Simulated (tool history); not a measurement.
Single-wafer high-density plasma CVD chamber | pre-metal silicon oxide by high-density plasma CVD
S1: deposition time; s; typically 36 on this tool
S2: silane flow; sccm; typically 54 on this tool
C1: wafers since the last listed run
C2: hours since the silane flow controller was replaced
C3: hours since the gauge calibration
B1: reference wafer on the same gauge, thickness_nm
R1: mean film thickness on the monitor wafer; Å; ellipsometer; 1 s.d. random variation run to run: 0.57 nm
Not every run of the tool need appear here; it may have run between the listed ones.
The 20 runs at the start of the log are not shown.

Run 21, hour 1723.3: usual settings but S1 31.1 s; C1 1089; C2 3656.1; C3 2721.7; B1 225.034. Result: R1 1714.36 Å.
At hour 1776.3: gauge calibrated.
Run 22, hour 1825.3: usual settings; C1 2076; C2 3758.1; C3 49; B1 225.103. Result: R1 1987.2 Å.
Run 23, hour 1923.7: usual settings but S1 28.8 s; C1 2002; C2 3856.5; C3 147.4; B1 224.823. Result: R1 1582.13 Å.
Run 24, hour 1962.1: usual settings; C1 781; C2 3894.9; C3 185.8; B1 225.033. Result: R1 1975.2 Å.
Run 25, hour 2038: usual settings but S1 30.2 s, S2 62 sccm; C1 1544; C2 3970.8; C3 261.7; B1 224.91. Result: R1 1910.41 Å.
Run 26, hour 2133.7: usual settings but S1 37.9 s, S2 44 sccm; C1 1948; C2 4066.5; C3 357.4; B1 224.96. Result: R1 1698.05 Å.
At hour 2212.5: silane flow controller replaced.
Run 27, hour 2233.7: usual settings but S1 34 s; C1 1872; C2 21.2; C3 457.4; B1 225.1. Result: R1 1887.92 Å.
Run 28, hour 2333.3: usual settings but S1 33.9 s, S2 57 sccm; C1 2027; C2 120.8; C3 557; B1 225.155. Result: R1 1995.77 Å.
Run 29, hour 2431.8: usual settings but S2 57 sccm; C1 2005; C2 219.3; C3 655.5; B1 225.004. Result: R1 2119.56 Å.
Run 30, hour 2530.4: usual settings but S1 39.6 s, S2 59 sccm; C1 2007; C2 317.9; C3 754.1; B1 225.003. Result: R1 2405.41 Å.
Run 31, hour 2603.2: usual settings; C1 1481; C2 390.7; C3 826.9; B1 225.028. Result: R1 2013.78 Å.
Run 32, hour 2697.6: usual settings but S2 44 sccm; C1 1921; C2 485.1; C3 921.3; B1 225.071. Result: R1 1634.16 Å.
Run 33, hour 2789.2: usual settings; C1 1864; C2 576.7; C3 1012.9; B1 224.998. Result: R1 2008.19 Å.
Run 34, hour 2832.1: usual settings but S1 41.4 s, S2 60 sccm; C1 873; C2 619.6; C3 1055.8; B1 225.059. Result: R1 2543.96 Å.
Run 35, hour 2872.7: usual settings but S1 39.1 s, S2 44 sccm; C1 826; C2 660.2; C3 1096.4; B1 224.924. Result: R1 1783.09 Å.
Run 36, hour 2913.4: usual settings but S1 29.6 s, S2 49 sccm; C1 828; C2 700.9; C3 1137.1; B1 224.946. Result: R1 1493.21 Å.
Run 37, hour 2980.8: usual settings but S1 40.4 s, S2 60 sccm; C1 1371; C2 768.3; C3 1204.5; B1 225.152. Result: R1 2505.67 Å.
Run 38, hour 3056.1: usual settings but S1 38.8 s; C1 1532; C2 843.6; C3 1279.8; B1 224.979. Result: R1 2156.87 Å.
Run 39, hour 3141.8: usual settings; C1 1744; C2 929.3; C3 1365.5; B1 225.156. Result: R1 2004.54 Å.

Branching from run 39: 5 alternative next runs. What would each branch give?
Run A, hour 3142.2: usual settings; C1 8; C2 929.7; C3 1365.9; B1 ?. Result: R1 ?.
Run B, hour 3142.2: usual settings but S1 39.9 s, S2 58 sccm; C1 8; C2 929.7; C3 1365.9; B1 ?. Result: R1 ?.
Run C, hour 3142.2: usual settings but S1 40.1 s; C1 8; C2 929.7; C3 1365.9; B1 ?. Result: R1 ?.
Run D, hour 3142.2: usual settings but S2 46 sccm; C1 8; C2 929.7; C3 1365.9; B1 ?. Result: R1 ?.
Run E, hour 3142.2: usual settings but S1 30.1 s, S2 62 sccm; C1 8; C2 929.7; C3 1365.9; B1 ?. Result: R1 ?.

run       B1       R1
  A  224.988   2002.1
  B  224.988  2383.36
  C  224.988  2230.12
  D  224.988  1705.49
  E  224.988  1921.97
Had the tool no hidden state, the same runs would have come out as:
run       R1
  A  2008.21
  B  2390.64
  C  2236.93
  D   1710.7
  E  1927.84

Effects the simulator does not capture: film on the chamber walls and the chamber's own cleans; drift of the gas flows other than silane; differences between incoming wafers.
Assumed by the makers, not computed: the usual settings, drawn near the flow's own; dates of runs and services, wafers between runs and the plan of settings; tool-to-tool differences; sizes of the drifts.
